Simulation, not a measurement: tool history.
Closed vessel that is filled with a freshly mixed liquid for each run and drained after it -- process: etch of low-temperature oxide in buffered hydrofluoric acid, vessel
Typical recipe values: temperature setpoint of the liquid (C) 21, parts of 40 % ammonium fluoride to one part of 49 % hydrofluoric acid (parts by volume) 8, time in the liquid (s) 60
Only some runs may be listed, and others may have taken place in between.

| run | day | temperature setpoint of the liquid (C) | parts of 40 % ammonium fluoride to one part of 49 % hydrofluoric acid (parts by volume) | time in the liquid (s) | wafers since the last listed run | hours since the thermometer was replaced | hours since the hydrofluoric acid flow meter was replaced | hours since the gauge calibration | read-back film thickness of the low-temperature oxide reference wafer, read on the same gauge (nm) | thickness taken off the low-temperature oxide on a monitor wafer (angstrom) |
|---|---|---|---|---|---|---|---|---|---|---|
| 1 | 0 | 21 | 8 | 60 | 0 | 1390.5 | 806.2 | 271.3 | 49.99 | 1577.4 |
| 2 | 0.729 | 21 | 8 | 60 | 1080 | 1408 | 823.7 | 288.8 | 49.98 | 1588.5 |
| 3 | 1.35 | 21 | 8 | 60 | 919 | 1422.9 | 838.6 | 303.7 | 50 | 1571.1 |
| 4 | 2.15 | 21 | 8 | 60 | 1185 | 1442.1 | 857.8 | 322.9 | 50.03 | 1595.9 |
| 5 | 4.225 | 21 | 8 | 60 | 3074 | 1491.9 | 907.6 | 372.7 | 50 | 1586.2 |
| 6 | 5.021 | 21 | 8 | 60 | 1179 | 1511 | 926.7 | 391.8 | 49.97 | 1608.6 |
| 7 | 5.683 | 21 | 8 | 60 | 981 | 1526.9 | 942.6 | 407.7 | 49.99 | 1617 |
| 8 | 6.333 | 21 | 8 | 60 | 963 | 1542.5 | 958.2 | 423.3 | 50.02 | 1620.6 |
|  | 6.988 | hydrofluoric acid flow meter replaced |
| 9 | 7.192 | 21 | 8 | 60 | 1210 | 1563.1 | 4.9 | 443.9 | 50 | 1446.8 |
| 10 | 8.029 | 21 | 8 | 60 | 1240 | 1583.2 | 25 | 464 | 49.98 | 1448.8 |
| 11 | 10.192 | 21 | 8 | 75 | 3204 | 1635.1 | 76.9 | 515.9 | 49.96 | 1860.1 |
|  | 10.633 | gauge calibrated |
| 12 | 11.517 | 17 | 8 | 85 | 1963 | 1666.9 | 108.7 | 21.2 | 50 | 1675.4 |
| 13 | 12.542 | 21 | 10 | 30 | 1518 | 1691.5 | 133.3 | 45.8 | 50.01 | 612.7 |
|  | 13.329 | thermometer replaced |
| 14 | 13.467 | 25 | 9 | 35 | 1308 | 3.3 | 155.5 | 68 | 50.01 | 812.7 |
| 15 | 14.088 | 21 | 5.5 | 60 | 919 | 18.2 | 170.4 | 82.9 | 50 | 1793.6 |
| 16 | 14.625 | 21 | 8 | 60 | 796 | 31.1 | 183.3 | 95.8 | 49.98 | 1298.3 |
| 17 | 16.054 | 21 | 8 | 60 | 2117 | 65.4 | 217.6 | 130.1 | 50 | 1310.1 |
| 18 | 17.254 | 22.5 | 8 | 60 | 1778 | 94.2 | 246.4 | 158.9 | 49.98 | 1414.6 |
| 19 | 18.121 | 19 | 8 | 75 | 1284 | 115 | 267.2 | 179.7 | 49.99 | 1451.2 |
| 20 | 18.742 | 23.5 | 8 | 60 | 919 | 129.9 | 282.1 | 194.6 | 49.99 | 1507 |

Branching from run 20: 5 alternative next runs. What would each branch give?
| A | 18.771 | 21 | 8 | 60 | 43 | 130.6 | 282.8 | 195.3 | ? | ? |
| B | 18.771 | 18.5 | 8 | 75 | 43 | 130.6 | 282.8 | 195.3 | ? | ? |
| C | 18.771 | 17 | 8 | 60 | 43 | 130.6 | 282.8 | 195.3 | ? | ? |
| D | 18.771 | 21 | 8 | 50 | 43 | 130.6 | 282.8 | 195.3 | ? | ? |
| E | 18.771 | 21 | 10.5 | 75 | 43 | 130.6 | 282.8 | 195.3 | ? | ? |

| run | read-back film thickness of the low-temperature oxide reference wafer, read on the same gauge (nm) | thickness taken off the low-temperature oxide on a monitor wafer (angstrom) |
|---|---|---|
| A | 50.02 | 1312.2 |
| B | 50.02 | 1426.2 |
| C | 50.02 | 1048 |
| D | 50.02 | 1093.5 |
| E | 50.02 | 1282.6 |
Had the tool no hidden state, the same runs would have come out as:
| run | thickness taken off the low-temperature oxide on a monitor wafer (angstrom) |
|---|---|
| A | 1236.6 |
| B | 1343.7 |
| C | 987.2 |
| D | 1030.5 |
| E | 1214 |

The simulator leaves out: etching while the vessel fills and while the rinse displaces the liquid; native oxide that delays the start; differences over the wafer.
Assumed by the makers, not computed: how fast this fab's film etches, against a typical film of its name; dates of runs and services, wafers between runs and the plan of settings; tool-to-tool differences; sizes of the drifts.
